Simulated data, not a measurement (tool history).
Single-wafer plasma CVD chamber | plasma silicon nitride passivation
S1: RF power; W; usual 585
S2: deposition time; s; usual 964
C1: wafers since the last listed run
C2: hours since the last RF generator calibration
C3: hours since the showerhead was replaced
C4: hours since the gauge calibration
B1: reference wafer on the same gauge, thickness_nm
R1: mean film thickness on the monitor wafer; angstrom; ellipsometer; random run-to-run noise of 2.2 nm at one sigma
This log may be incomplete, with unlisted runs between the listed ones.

| run | hour | S1 | S2 | C1 | C2 | C3 | C4 | B1 | R1 |
|---|---|---|---|---|---|---|---|---|---|
| 1 | 0.0 | 585 | 818 | 0 | 2034.6 | 2663.1 | 91.5 | 1469.722 | 12389.48 |
| 2 | 14.6 | 585 | 818 | 38 | 2049.2 | 2677.7 | 106.1 | 1469.727 | 12390.24 |
| 3 | 23.4 | 585 | 964 | 23 | 2058.0 | 2686.5 | 114.9 | 1470.211 | 14585.80 |
| 4 | 31.6 | 640 | 964 | 21 | 2066.2 | 2694.7 | 123.1 | 1469.820 | 14859.80 |
| 5 | 41.0 | 640 | 964 | 24 | 2075.6 | 2704.1 | 132.5 | 1469.651 | 14908.81 |
| 6 | 53.8 | 640 | 964 | 33 | 2088.4 | 2716.9 | 145.3 | 1469.907 | 14838.02 |
| 7 | 68.0 | 585 | 964 | 37 | 2102.6 | 2731.1 | 159.5 | 1469.848 | 14601.14 |
| 8 | 75.5 | 585 | 1052 | 19 | 2110.1 | 2738.6 | 167.0 | 1469.872 | 15952.91 |
| 9 | 82.8 | 585 | 1052 | 19 | 2117.4 | 2745.9 | 174.3 | 1470.376 | 15910.05 |
| 10 | 91.5 | 585 | 964 | 23 | 2126.1 | 2754.6 | 183.0 | 1469.994 | 14571.53 |
| 11 | 98.5 | 585 | 964 | 18 | 2133.1 | 2761.6 | 190.0 | 1470.127 | 14571.53 |
| 12 | 114.3 | 585 | 964 | 41 | 2148.9 | 2777.4 | 205.8 | 1470.139 | 14549.60 |
| 13 | 126.7 | 585 | 964 | 32 | 2161.3 | 2789.8 | 218.2 | 1469.750 | 14609.79 |
| 14 | 138.8 | 585 | 964 | 32 | 2173.4 | 2801.9 | 230.3 | 1469.692 | 14545.15 |
| 15 | 156.2 | 585 | 964 | 46 | 2190.8 | 2819.3 | 247.7 | 1469.896 | 14584.16 |
|  | 181.6 | showerhead replaced |
| 16 | 182.1 | 585 | 964 | 47 | 2216.7 | 0.5 | 273.6 | 1470.368 | 14610.51 |
| 17 | 184.0 | 585 | 964 | 5 | 2218.6 | 2.4 | 275.5 | 1469.853 | 14582.65 |
|  | 202.9 | RF generator calibrated |
| 18 | 203.4 | 585 | 964 | 30 | 0.5 | 21.8 | 294.9 | 1469.837 | 14594.53 |
| 19 | 215.2 | 530 | 1047 | 31 | 12.3 | 33.6 | 306.7 | 1469.663 | 15497.40 |
| 20 | 221.8 | 525 | 870 | 17 | 18.9 | 40.2 | 313.3 | 1470.234 | 12896.61 |
| 21 | 236.2 | 585 | 1023 | 38 | 33.3 | 54.6 | 327.7 | 1470.234 | 15533.22 |
| 22 | 245.1 | 585 | 964 | 23 | 42.2 | 63.5 | 336.6 | 1470.239 | 14594.23 |
|  | 265.6 | gauge calibrated |
| 23 | 277.8 | 670 | 964 | 86 | 74.9 | 96.2 | 12.2 | 1470.290 | 15077.10 |

Run 24 is up next; what results do you expect?
| 24 | 297.0 | 645 | 879 | 50 | 94.1 | 115.4 | 31.4 | ? | ? |

B1: 1470.345
R1: 13617.02 angstrom
Had the tool carried no hidden state, the very same run would have given R1 13617.02 angstrom.
